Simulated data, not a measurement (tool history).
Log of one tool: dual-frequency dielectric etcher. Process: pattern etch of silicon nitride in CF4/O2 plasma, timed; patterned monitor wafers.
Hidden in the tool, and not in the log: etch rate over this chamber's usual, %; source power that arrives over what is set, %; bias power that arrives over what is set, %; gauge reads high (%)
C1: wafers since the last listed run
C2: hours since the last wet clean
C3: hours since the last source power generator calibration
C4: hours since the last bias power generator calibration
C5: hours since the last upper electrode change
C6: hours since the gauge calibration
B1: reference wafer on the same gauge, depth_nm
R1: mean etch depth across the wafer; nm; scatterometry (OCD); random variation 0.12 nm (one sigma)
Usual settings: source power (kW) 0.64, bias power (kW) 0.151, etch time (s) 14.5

run 1 hour=0 | source_power_(kW)=0.64 bias_power_(kW)=0.151 etch_time_(s)=17.5 | C1=0 C2=432.7 C3=2582 C4=1026.7 C5=5308.7 C6=1047.9 | B1=26.53 | R1=41.11
run 2 hour=54.4 | source_power_(kW)=0.64 bias_power_(kW)=0.151 etch_time_(s)=17.5 | C1=856 C2=487.1 C3=2636.4 C4=1081.1 C5=5363.1 C6=1102.3 | B1=26.52 | R1=40.9
-- hour=88.9 wet clean of the chamber
run 3 hour=110.4 | source_power_(kW)=0.64 bias_power_(kW)=0.151 etch_time_(s)=17.5 | C1=503 C2=21.5 C3=2692.4 C4=1137.1 C5=5419.1 C6=1158.3 | B1=26.52 | R1=41.19
run 4 hour=151.6 | source_power_(kW)=0.64 bias_power_(kW)=0.151 etch_time_(s)=14.5 | C1=648 C2=62.7 C3=2733.6 C4=1178.3 C5=5460.3 C6=1199.5 | B1=26.54 | R1=33.95
run 5 hour=180.2 | source_power_(kW)=0.64 bias_power_(kW)=0.151 etch_time_(s)=14.5 | C1=450 C2=91.3 C3=2762.2 C4=1206.9 C5=5488.9 C6=1228.1 | B1=26.52 | R1=33.83
run 6 hour=207.7 | source_power_(kW)=0.64 bias_power_(kW)=0.151 etch_time_(s)=14.5 | C1=432 C2=118.8 C3=2789.7 C4=1234.4 C5=5516.4 C6=1255.6 | B1=26.53 | R1=34.01
run 7 hour=270.5 | source_power_(kW)=0.64 bias_power_(kW)=0.151 etch_time_(s)=14.5 | C1=988 C2=181.6 C3=2852.5 C4=1297.2 C5=5579.2 C6=1318.4 | B1=26.49 | R1=34.19
run 8 hour=317.7 | source_power_(kW)=0.64 bias_power_(kW)=0.151 etch_time_(s)=14.5 | C1=742 C2=228.8 C3=2899.7 C4=1344.4 C5=5626.4 C6=1365.6 | B1=26.5 | R1=33.88
run 9 hour=362.6 | source_power_(kW)=0.64 bias_power_(kW)=0.151 etch_time_(s)=14.5 | C1=706 C2=273.7 C3=2944.6 C4=1389.3 C5=5671.3 C6=1410.5 | B1=26.47 | R1=34.26
run 10 hour=423.4 | source_power_(kW)=0.57 bias_power_(kW)=0.151 etch_time_(s)=13 | C1=957 C2=334.5 C3=3005.4 C4=1450.1 C5=5732.1 C6=1471.3 | B1=26.44 | R1=27.34
run 11 hour=479.4 | source_power_(kW)=0.57 bias_power_(kW)=0.151 etch_time_(s)=13 | C1=881 C2=390.5 C3=3061.4 C4=1506.1 C5=5788.1 C6=1527.3 | B1=26.51 | R1=27.34
-- hour=610.4 gauge calibrated
-- hour=621.7 upper electrode replaced
-- hour=633.3 source power generator calibrated
run 12 hour=685 | source_power_(kW)=0.57 bias_power_(kW)=0.151 etch_time_(s)=13 | C1=2795 C2=596.1 C3=51.7 C4=1711.7 C5=63.3 C6=74.6 | B1=26.51 | R1=27.66
-- hour=734.8 wet clean of the chamber
run 13 hour=735.3 | source_power_(kW)=0.64 bias_power_(kW)=0.151 etch_time_(s)=14.5 | C1=413 C2=0.5 C3=102 C4=1762 C5=113.6 C6=124.9 | B1=26.47 | R1=34.86
run 14 hour=825.5 | source_power_(kW)=0.64 bias_power_(kW)=0.151 etch_time_(s)=14.5 | C1=1419 C2=90.7 C3=192.2 C4=1852.2 C5=203.8 C6=215.1 | B1=26.51 | R1=34.84
run 15 hour=879.5 | source_power_(kW)=0.64 bias_power_(kW)=0.137 etch_time_(s)=14.5 | C1=850 C2=144.7 C3=246.2 C4=1906.2 C5=257.8 C6=269.1 | B1=26.46 | R1=33.58
-- hour=980.9 source power generator calibrated, repeated, since the last time left the tool worse
run 16 hour=1047.2 | source_power_(kW)=0.7 bias_power_(kW)=0.18 etch_time_(s)=17 | C1=2576 C2=312.4 C3=66.3 C4=2073.9 C5=425.5 C6=436.8 | B1=26.48 | R1=45.45
-- hour=1105.4 bias power generator calibrated
run 17 hour=1110.8 | source_power_(kW)=0.51 bias_power_(kW)=0.141 etch_time_(s)=18.5 | C1=938 C2=376 C3=129.9 C4=5.4 C5=489.1 C6=500.4 | B1=26.51 | R1=32.48
run 18 hour=1138 | source_power_(kW)=0.64 bias_power_(kW)=0.151 etch_time_(s)=14.5 | C1=428 C2=403.2 C3=157.1 C4=32.6 C5=516.3 C6=527.6 | B1=26.5 | R1=33.15
run 19 hour=1206.2 | source_power_(kW)=0.71 bias_power_(kW)=0.123 etch_time_(s)=12.5 | C1=1073 C2=471.4 C3=225.3 C4=100.8 C5=584.5 C6=595.8 | B1=26.52 | R1=29.11
run 20 hour=1237.8 | source_power_(kW)=0.64 bias_power_(kW)=0.151 etch_time_(s)=14.5 | C1=497 C2=503 C3=256.9 C4=132.4 C5=616.1 C6=627.4 | B1=26.48 | R1=33.22
run 21 hour=1263.8 | source_power_(kW)=0.71 bias_power_(kW)=0.124 etch_time_(s)=16 | C1=409 C2=529 C3=282.9 C4=158.4 C5=642.1 C6=653.4 | B1=26.49 | R1=37.49
run 22 hour=1319.8 | source_power_(kW)=0.64 bias_power_(kW)=0.151 etch_time_(s)=14.5 | C1=881 C2=585 C3=338.9 C4=214.4 C5=698.1 C6=709.4 | B1=26.44 | R1=33.49
-- hour=1363.8 wet clean of the chamber
run 23 hour=1390.7 | source_power_(kW)=0.64 bias_power_(kW)=0.165 etch_time_(s)=14.5 | C1=738 C2=26.9 C3=409.8 C4=285.3 C5=769 C6=780.3 | B1=26.57 | R1=34.53
run 24 hour=1444.9 | source_power_(kW)=0.71 bias_power_(kW)=0.151 etch_time_(s)=14.5 | C1=853 C2=81.1 C3=464 C4=339.5 C5=823.2 C6=834.5 | B1=26.5 | R1=36.76
run 25 hour=1484 | source_power_(kW)=0.75 bias_power_(kW)=0.151 etch_time_(s)=14.5 | C1=615 C2=120.2 C3=503.1 C4=378.6 C5=862.3 C6=873.6 | B1=26.53 | R1=39.07
run 26 hour=1509.7 | source_power_(kW)=0.69 bias_power_(kW)=0.151 etch_time_(s)=18 | C1=404 C2=145.9 C3=528.8 C4=404.3 C5=888 C6=899.3 | B1=26.49 | R1=44.41
run 27 hour=1577.5 | source_power_(kW)=0.59 bias_power_(kW)=0.151 etch_time_(s)=18.5 | C1=1067 C2=213.7 C3=596.6 C4=472.1 C5=955.8 C6=967.1 | B1=26.5 | R1=39.06
run 28 hour=1647.9 | source_power_(kW)=0.64 bias_power_(kW)=0.128 etch_time_(s)=14.5 | C1=1108 C2=284.1 C3=667 C4=542.5 C5=1026.2 C6=1037.5 | B1=26.48 | R1=31.21
run 29 hour=1714.5 | source_power_(kW)=0.53 bias_power_(kW)=0.139 etch_time_(s)=17.5 | C1=1048 C2=350.7 C3=733.6 C4=609.1 C5=1092.8 C6=1104.1 | B1=26.54 | R1=32.1
run 30 hour=1761.7 | source_power_(kW)=0.64 bias_power_(kW)=0.151 etch_time_(s)=14.5 | C1=742 C2=397.9 C3=780.8 C4=656.3 C5=1140 C6=1151.3 | B1=26.52 | R1=33.45

4 ways to go on from here, each from the tool as it stands after run 30. What would each give?
run A hour=1762.1 | source_power_(kW)=0.64 bias_power_(kW)=0.151 etch_time_(s)=14.5 | C1=6 C2=398.3 C3=781.2 C4=656.7 C5=1140.4 C6=1151.7 | B1=? | R1=?
run B hour=1762.1 | source_power_(kW)=0.6 bias_power_(kW)=0.151 etch_time_(s)=16 | C1=6 C2=398.3 C3=781.2 C4=656.7 C5=1140.4 C6=1151.7 | B1=? | R1=?
run C hour=1762.1 | source_power_(kW)=0.57 bias_power_(kW)=0.134 etch_time_(s)=17.5 | C1=6 C2=398.3 C3=781.2 C4=656.7 C5=1140.4 C6=1151.7 | B1=? | R1=?
run D hour=1762.1 | source_power_(kW)=0.64 bias_power_(kW)=0.151 etch_time_(s)=12 | C1=6 C2=398.3 C3=781.2 C4=656.7 C5=1140.4 C6=1151.7 | B1=? | R1=?

run=A B1=26.52 R1=33.28
run=B B1=26.52 R1=34.43
run=C B1=26.52 R1=34.01
run=D B1=26.52 R1=27.54
Without the tool's hidden state the same runs would have given:
run=A R1=32.74
run=B R1=33.88
run=C R1=33.46
run=D R1=27.1

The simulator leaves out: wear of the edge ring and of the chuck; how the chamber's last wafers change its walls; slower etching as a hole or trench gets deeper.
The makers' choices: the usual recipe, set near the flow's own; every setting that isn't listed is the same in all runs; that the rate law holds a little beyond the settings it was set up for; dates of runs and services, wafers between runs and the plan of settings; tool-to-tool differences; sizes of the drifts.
